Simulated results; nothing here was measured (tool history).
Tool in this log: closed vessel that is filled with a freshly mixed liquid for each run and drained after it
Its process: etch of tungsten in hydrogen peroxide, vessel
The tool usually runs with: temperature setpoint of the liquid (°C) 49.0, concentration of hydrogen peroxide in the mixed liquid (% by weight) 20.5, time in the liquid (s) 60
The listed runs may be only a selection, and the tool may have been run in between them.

run	hour	temperature setpoint of the liquid (°C)	concentration of hydrogen peroxide in the mixed liquid (% by weight)	time in the liquid (s)	wafers since the last listed run	hours since the thermometer was replaced	hours since the peroxide flow meter was replaced	hours since the drum of peroxide was connected	hours since the gauge calibration	read-back film thickness of the tungsten reference wafer, read on the same gauge (nm)	thickness taken off the tungsten on a monitor wafer (angstrom)
1	0.0	49.0	16.0	60	0	365.3	831.3	14.5	294.6	70.00	417.9
2	26.8	49.0	16.0	60	2557	392.1	858.1	41.3	321.4	69.99	416.6
3	95.3	49.0	16.0	60	6536	460.6	926.6	109.8	389.9	70.00	418.1
4	148.9	43.5	20.5	60	5114	514.2	980.2	163.4	443.5	70.02	333.3
5	214.2	43.5	20.5	60	6230	579.5	1045.5	228.7	508.8	69.99	335.1
6	281.4	49.0	20.5	60	6411	646.7	1112.7	295.9	576.0	70.00	470.4
7	312.2	49.0	20.5	60	2938	677.5	1143.5	326.7	606.8	69.99	470.3
# hour 326.1: peroxide flow meter replaced
8	372.4	49.0	20.5	60	5648	737.7	46.3	386.9	667.0	70.03	474.5
9	405.6	49.0	20.5	60	3167	770.9	79.5	420.1	700.2	70.01	471.4
# hour 412.1: new drum of peroxide connected
10	460.1	49.0	20.5	60	5104	825.4	134.0	48.0	754.7	69.99	470.7
11	524.3	49.0	18.0	60	6125	889.6	198.2	112.2	818.9	70.02	443.3
12	596.2	49.0	20.5	60	6860	961.5	270.1	184.1	890.8	70.00	471.5
# hour 611.2: thermometer replaced
13	663.1	49.0	20.5	60	6287	51.9	337.0	251.0	957.7	70.00	472.2
# hour 679.5: gauge calibrated
14	716.4	40.5	18.5	30	5085	105.2	390.3	304.3	36.9	70.01	131.5
15	775.1	49.0	16.0	60	5600	163.9	449.0	363.0	95.6	70.00	414.5
# hour 822.1: new drum of peroxide connected
16	822.8	49.0	20.5	45	4455	211.6	496.7	0.7	143.3	69.97	354.3
17	858.3	49.0	20.5	60	3387	247.1	532.2	36.2	178.8	70.01	472.8
18	916.0	49.0	20.5	70	5505	304.8	589.9	93.9	236.5	69.99	551.0
19	975.3	42.5	18.0	35	5658	364.1	649.2	153.2	295.8	69.99	172.1
20	1026.0	40.0	20.5	90	4837	414.8	699.9	203.9	346.5	70.01	398.0
21	1073.2	49.0	20.5	30	4503	462.0	747.1	251.1	393.7	69.99	237.3

List, for all runs, the conditions of the tool that the log does not record:
liquid colder than its thermometer reads (K): 0 across all the runs
peroxide flow above the setpoint (%): 0 across all the runs
peroxide weaker than its label (%): 0 across all the runs
gauge reads high (%): 0 across all the runs
